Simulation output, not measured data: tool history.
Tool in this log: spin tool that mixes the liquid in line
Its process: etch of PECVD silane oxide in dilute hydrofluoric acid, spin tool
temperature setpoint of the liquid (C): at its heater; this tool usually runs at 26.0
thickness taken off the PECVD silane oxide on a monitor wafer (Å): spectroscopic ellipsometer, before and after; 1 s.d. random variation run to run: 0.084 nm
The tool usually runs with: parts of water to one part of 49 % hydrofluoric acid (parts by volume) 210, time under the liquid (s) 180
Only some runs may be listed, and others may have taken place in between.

run,day,temperature setpoint of the liquid (C),parts of water to one part of 49 % hydrofluoric acid (parts by volume),time under the liquid (s),"read-back film thickness of the PECVD silane oxide reference wafer, read on the same gauge (nm)",thickness taken off the PECVD silane oxide on a monitor wafer (Å)
1,0.000,26.0,210,180,70.00,202.7
# day 0.592: hydrofluoric acid flow meter replaced
2,4.121,26.0,275,180,69.98,143.2
3,5.704,26.0,275,180,70.01,142.0
4,8.612,23.0,265,180,70.00,134.6
5,12.546,26.0,210,180,70.02,198.9
6,16.846,26.0,210,180,70.03,198.7
# day 20.021: thermometer replaced
7,20.238,26.0,210,180,70.00,206.0
# day 22.121: hydrofluoric acid flow meter replaced
8,27.638,26.0,135,105,70.00,204.1
9,30.358,26.0,255,180,70.00,161.3
# day 30.438: gauge calibrated
10,34.104,26.0,210,180,70.02,205.6
11,45.117,26.0,210,210,70.02,235.2
# day 45.704: hydrofluoric acid flow meter replaced
12,47.325,24.5,210,85,70.01,91.0
13,49.992,26.0,210,180,69.99,202.5
14,52.150,24.0,295,180,70.00,123.1
15,53.850,30.0,250,180,69.98,186.3
16,55.467,24.5,210,180,70.00,190.2

Forecast each of these 5 alternatives for the next run:
A,55.488,26.0,210,180,?,?
B,55.488,26.0,210,280,?,?
C,55.488,24.5,270,110,?,?
D,55.488,21.5,210,110,?,?
E,55.488,29.0,300,255,?,?

run,"read-back film thickness of the PECVD silane oxide reference wafer, read on the same gauge (nm)",thickness taken off the PECVD silane oxide on a monitor wafer (Å)
A,70.01,203.1
B,70.01,315.9
C,70.01,85.9
D,70.01,105.0
E,70.01,202.7
What these runs would have given with no unlogged condition in the tool:
run,thickness taken off the PECVD silane oxide on a monitor wafer (Å)
A,208.4
B,324.2
C,88.1
D,107.9
E,207.6
